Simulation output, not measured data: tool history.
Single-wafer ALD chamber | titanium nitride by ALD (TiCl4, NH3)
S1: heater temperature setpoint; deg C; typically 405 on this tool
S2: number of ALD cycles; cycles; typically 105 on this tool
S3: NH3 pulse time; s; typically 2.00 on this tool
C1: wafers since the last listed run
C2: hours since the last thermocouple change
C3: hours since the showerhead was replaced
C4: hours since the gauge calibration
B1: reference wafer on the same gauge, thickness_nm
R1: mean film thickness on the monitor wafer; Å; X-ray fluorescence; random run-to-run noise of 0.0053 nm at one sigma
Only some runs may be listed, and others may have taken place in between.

run,hour,S1,S2,S3,C1,C2,C3,C4,B1,R1
1,0.0,405,105,2.00,0,1073.3,5765.0,1600.5,2.398,21.22
# hour 24.8: thermocouple changed; heater temperature recalibrated
2,40.2,405,105,2.00,61,15.4,5805.2,1640.7,2.400,21.35
3,77.7,405,105,2.00,71,52.9,5842.7,1678.2,2.399,21.37
4,145.8,405,105,2.00,129,121.0,5910.8,1746.3,2.401,21.36
# hour 159.6: gauge calibrated
5,326.8,405,105,2.00,343,302.0,6091.8,167.2,2.377,21.09
6,365.4,400,105,2.00,73,340.6,6130.4,205.8,2.378,21.13
7,429.9,400,105,2.00,122,405.1,6194.9,270.3,2.377,21.17
8,465.1,400,105,2.00,66,440.3,6230.1,305.5,2.379,21.11
9,502.3,405,105,2.00,70,477.5,6267.3,342.7,2.379,21.15
10,526.4,405,105,2.00,45,501.6,6291.4,366.8,2.381,21.21
11,570.7,405,105,2.00,84,545.9,6335.7,411.1,2.380,21.16
12,641.8,405,105,2.00,134,617.0,6406.8,482.2,2.383,21.21
13,687.0,405,105,2.00,85,662.2,6452.0,527.4,2.384,21.29
14,743.6,405,105,2.00,107,718.8,6508.6,584.0,2.385,21.21
15,768.8,405,105,2.39,47,744.0,6533.8,609.2,2.384,21.38
# hour 781.3: showerhead replaced
16,835.5,405,94,2.00,111,810.7,54.2,675.9,2.387,19.05
17,885.2,405,94,2.00,94,860.4,103.9,725.6,2.387,19.06
18,941.6,405,94,2.00,107,916.8,160.3,782.0,2.387,19.00
19,1047.5,405,105,2.00,201,1022.7,266.2,887.9,2.391,21.31
20,1110.8,411,105,1.23,120,1086.0,329.5,951.2,2.391,20.83
21,1148.9,399,92,2.00,72,1124.1,367.6,989.3,2.391,18.58
22,1184.6,416,85,2.00,67,1159.8,403.3,1025.0,2.393,17.35
23,1215.7,405,105,2.00,59,1190.9,434.4,1056.1,2.394,21.37
24,1266.6,405,105,2.00,96,1241.8,485.3,1107.0,2.393,21.28
# hour 1306.7: thermocouple changed; heater temperature recalibrated
25,1313.5,419,119,1.43,73,6.8,532.2,1153.9,2.397,23.84
26,1385.2,395,121,2.75,136,78.5,603.9,1225.6,2.396,24.80
27,1428.4,397,105,1.25,82,121.7,647.1,1268.8,2.398,20.72
28,1643.4,405,112,2.00,408,336.7,862.1,1483.8,2.401,22.75
# hour 1653.8: gauge calibrated
29,1696.3,420,114,1.53,100,389.6,915.0,42.5,2.372,22.80
30,1753.0,414,105,2.00,107,446.3,971.7,99.2,2.374,21.10
31,1788.5,405,105,2.00,67,481.8,1007.2,134.7,2.372,21.17
32,1842.0,405,105,2.00,101,535.3,1060.7,188.2,2.376,21.07
33,1901.1,405,105,2.00,112,594.4,1119.8,247.3,2.376,21.13
34,1934.0,409,116,1.60,62,627.3,1152.7,280.2,2.377,23.13
35,2083.5,405,95,2.73,283,776.8,1302.2,429.7,2.380,19.33
36,2108.3,398,113,1.48,47,801.6,1327.0,454.5,2.380,22.49
37,2159.1,405,96,2.00,96,852.4,1377.8,505.3,2.381,19.39
38,2216.1,405,105,2.00,108,909.4,1434.8,562.3,2.381,21.19
39,2262.6,415,119,2.48,88,955.9,1481.3,608.8,2.384,24.22

State the hidden condition of the tool at each of the runs:
wafer temperature above the value expected at the setpoint (K): 0 at every run
H1: gauge reads high (%)
run,H1
1,1.19
2,1.22
3,1.25
4,1.31
5,0.282
6,0.313
7,0.364
8,0.392
9,0.422
10,0.441
11,0.476
12,0.532
13,0.568
14,0.613
15,0.633
16,0.686
17,0.725
18,0.77
19,0.854
20,0.904
21,0.935
22,0.963
23,0.988
24,1.03
25,1.07
26,1.12
27,1.16
28,1.33
29,0.0926
30,0.138
31,0.166
32,0.208
33,0.255
34,0.281
35,0.4
36,0.419
37,0.46
38,0.505
39,0.542
